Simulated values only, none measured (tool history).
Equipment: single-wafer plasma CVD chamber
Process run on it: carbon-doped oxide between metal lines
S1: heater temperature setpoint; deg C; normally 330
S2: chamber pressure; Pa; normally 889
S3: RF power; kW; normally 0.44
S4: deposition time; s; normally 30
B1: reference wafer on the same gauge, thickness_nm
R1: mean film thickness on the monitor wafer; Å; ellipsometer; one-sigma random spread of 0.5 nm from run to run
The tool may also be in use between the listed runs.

Run 1, hour 0: usual settings; B1 156.993. Result: R1 1583.83 Å.
Run 2, hour 12.1: usual settings; B1 157.215. Result: R1 1570.68 Å.
Run 3, hour 24.8: usual settings but S2 773 Pa; B1 157.079. Result: R1 1556.51 Å.
Run 4, hour 54.8: usual settings but S4 34.7 s; B1 156.985. Result: R1 1818.05 Å.
Run 5, hour 87.1: usual settings but S4 34.7 s; B1 157.144. Result: R1 1807.53 Å.
Run 6, hour 121.2: usual settings; B1 157.002. Result: R1 1575.76 Å.
Run 7, hour 152.4: usual settings; B1 156.97. Result: R1 1569.4 Å.
Run 8, hour 170.8: usual settings; B1 157.043. Result: R1 1566.19 Å.
Run 9, hour 204.2: usual settings; B1 156.862. Result: R1 1568.18 Å.
Run 10, hour 239.7: usual settings; B1 156.921. Result: R1 1562.75 Å.
Run 11, hour 254.4: usual settings; B1 157.077. Result: R1 1571.56 Å.
At hour 270.3: gauge calibrated.
Run 12, hour 273.1: usual settings; B1 156.946. Result: R1 1566.7 Å.
Run 13, hour 308.1: usual settings but S3 0.415 kW, S4 25.4 s; B1 157.097. Result: R1 1281.36 Å.
Run 14, hour 326.7: usual settings but S2 768 Pa, S4 36 s; B1 157.038. Result: R1 1841.72 Å.
Run 15, hour 353.5: usual settings but S2 775 Pa, S3 0.47 kW; B1 156.977. Result: R1 1604.59 Å.
Run 16, hour 386: usual settings but S1 335 deg C, S3 0.39 kW, S4 25.4 s; B1 156.946. Result: R1 1214.38 Å.
At hour 394.8: showerhead replaced, of another model than before.
Run 17, hour 414.8: usual settings but S2 1039 Pa, S3 0.465 kW, S4 27.2 s; B1 157.215. Result: R1 1485.79 Å.
Run 18, hour 447.6: usual settings; B1 156.98. Result: R1 1595.42 Å.
At hour 505.8: capacitance manometer re-zeroed and calibrated.
Run 19, hour 552.6: usual settings but S2 745 Pa; B1 156.951. Result: R1 1580.69 Å.
At hour 586.1: thermocouple changed; heater temperature recalibrated.
Run 20, hour 586.6: usual settings; B1 156.868. Result: R1 1585.28 Å.
At hour 620.8: RF generator calibrated.
Run 21, hour 621.3: usual settings; B1 156.988. Result: R1 1625.3 Å.
Run 22, hour 693.7: usual settings but S4 31.6 s; B1 156.91. Result: R1 1705.92 Å.
Run 23, hour 723.9: usual settings; B1 157.102. Result: R1 1640.36 Å.
Run 24, hour 753.8: usual settings but S2 1071 Pa; B1 157.134. Result: R1 1641.4 Å.
Run 25, hour 771.4: usual settings but S2 1084 Pa, S3 0.365 kW, S4 25.6 s; B1 156.943. Result: R1 1324.61 Å.
Run 26, hour 795.1: usual settings but S4 31.6 s; B1 157.135. Result: R1 1719.72 Å.
Run 27, hour 812.9: usual settings but S2 1039 Pa, S4 33.3 s; B1 156.95. Result: R1 1819.11 Å.
Run 28, hour 862.6: usual settings; B1 157.001. Result: R1 1634.55 Å.
Run 29, hour 883.1: usual settings but S3 0.495 kW; B1 157.056. Result: R1 1690.16 Å.

Consider 3 possible next runs. They are alternatives, not a sequence: every one starts from the tool as it was left by run 29. What does each give?
Run A, hour 883.5: usual settings; B1 ?. Result: R1 ?.
Run B, hour 883.5: usual settings but S1 315 deg C, S4 27.8 s; B1 ?. Result: R1 ?.
Run C, hour 883.5: usual settings but S2 1072 Pa, S3 0.365 kW; B1 ?. Result: R1 ?.

run      B1       R1
  A  156.79  1619.68
  B  156.79  1582.07
  C  156.79  1547.58
The same runs, with their run-to-run variation unchanged, on a tool lacking any hidden condition would have given:
run       R1
  A  1629.83
  B  1591.99
  C  1557.28

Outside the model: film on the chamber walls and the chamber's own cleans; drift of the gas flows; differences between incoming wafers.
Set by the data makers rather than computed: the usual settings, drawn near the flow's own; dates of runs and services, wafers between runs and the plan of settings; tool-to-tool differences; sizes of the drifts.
